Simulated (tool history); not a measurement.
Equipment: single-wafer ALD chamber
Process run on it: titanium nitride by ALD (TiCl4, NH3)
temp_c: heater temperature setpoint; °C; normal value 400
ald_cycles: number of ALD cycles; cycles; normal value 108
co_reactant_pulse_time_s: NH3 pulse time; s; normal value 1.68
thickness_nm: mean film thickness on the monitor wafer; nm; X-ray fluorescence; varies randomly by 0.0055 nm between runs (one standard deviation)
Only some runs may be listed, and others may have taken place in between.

run	day	temp_c	ald_cycles	co_reactant_pulse_time_s	read-back reference wafer on the same gauge, thickness_nm	thickness_nm
1	0	400	108	1.68	1.842	2.239
2	2.033	400	108	1.68	1.844	2.235
3	14.8	400	108	1.68	1.856	2.242
4	18.429	400	108	1.68	1.86	2.25
5	20.417	400	108	1.68	1.862	2.252
6	24.404	400	108	1.68	1.866	2.266
# day 24.938: showerhead replaced
7	27.192	400	108	1.68	1.868	2.27
8	29.346	411	108	2.04	1.87	2.294
9	31.196	390	124	1.09	1.872	2.515
# day 32.1: gauge calibrated
10	34.55	400	128	1.99	1.82	2.63
# day 36.638: thermocouple changed; heater temperature recalibrated
11	38.658	410	108	1.68	1.823	2.219

Expected results for the next run?
12	40.808	400	108	1.68	?	?

Run 12 yielded read-back reference wafer on the same gauge, thickness_nm 1.825, thickness_nm 2.211 nm.
On a tool with no hidden condition, and with the same random variation, this run would have come out at thickness_nm 2.205 nm.

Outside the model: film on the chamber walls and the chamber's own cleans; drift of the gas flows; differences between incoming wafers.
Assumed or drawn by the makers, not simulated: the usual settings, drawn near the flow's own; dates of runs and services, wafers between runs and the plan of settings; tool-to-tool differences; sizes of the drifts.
